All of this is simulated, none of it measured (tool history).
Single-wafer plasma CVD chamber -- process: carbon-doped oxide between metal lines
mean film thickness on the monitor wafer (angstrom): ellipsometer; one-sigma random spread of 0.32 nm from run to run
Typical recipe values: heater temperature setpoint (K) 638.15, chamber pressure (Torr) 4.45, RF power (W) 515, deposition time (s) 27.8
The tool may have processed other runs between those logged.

run   hour  heater temperature setpoint (K)  chamber pressure (Torr)  RF power (W)  deposition time (s)  read-back reference wafer on the same gauge, thickness_nm  mean film thickness on the monitor wafer (angstrom)
  1      0                           638.15                     4.45           515                 29.4                                                    141.024                                              1540.92
  2   27.4                           638.15                     4.45           515                 29.4                                                    140.937                                               1541.1
  3   50.9                           638.15                     4.45           515                 27.8                                                    141.053                                               1450.2
  4  156.4                           638.15                     4.45           515                 27.8                                                    140.955                                              1450.45
  5  184.4                           638.15                     4.85           515                 27.8                                                     141.03                                               1470.8
  6  216.5                           638.15                     4.85           515                 27.8                                                    141.019                                               1470.4
  7  237.3                           633.15                     4.03           515                 27.8                                                    141.036                                               1449.6
  8  272.3                           633.15                     4.03           515                 27.8                                                    141.012                                              1449.69
  9  303.8                           633.15                     4.03           515                 27.8                                                    140.957                                              1450.08
     332.5  -- RF generator calibrated
 10  337.3                           634.15                     4.45           515                 23.6                                                    140.964                                              1307.51
 11  371.7                           634.15                     4.45           515                 23.6                                                    140.978                                              1304.58
 12  403.6                           638.15                     4.45           515                 26.4                                                    140.998                                                 1443
 13  428.2                           638.15                     4.45           515                 26.4                                                    140.998                                              1441.94
 14  454.5                           638.15                     4.45           515                 27.8                                                    140.981                                              1514.88
 15  484.8                           638.15                     4.45           515                 27.8                                                    141.021                                               1510.4
 16  518.9                           638.15                     4.45           450                 32.5                                                    140.958                                              1652.32
     521.6  -- gauge calibrated
     542.8  -- showerhead replaced
 17  546.5                           642.15                     4.03           515                 27.8                                                    141.051                                              1472.22
     560.4  -- capacitance manometer re-zeroed and calibrated
 18  565.1                           624.15                     4.81           515                 27.8                                                    141.034                                              1590.75
 19  581.3                           628.15                     5.49           430                 27.8                                                    140.985                                              1467.92

For run 20, what comes out?
 20  600.2                           626.15                     3.69           475                 23.2                                                          ?                                                    ?

Run 20 yielded read-back reference wafer on the same gauge, thickness_nm 141.035, mean film thickness on the monitor wafer (angstrom) 1226.03.
With the hidden condition absent and the run-to-run variation left alone, this run would have shown mean film thickness on the monitor wafer (angstrom) 1232.64.

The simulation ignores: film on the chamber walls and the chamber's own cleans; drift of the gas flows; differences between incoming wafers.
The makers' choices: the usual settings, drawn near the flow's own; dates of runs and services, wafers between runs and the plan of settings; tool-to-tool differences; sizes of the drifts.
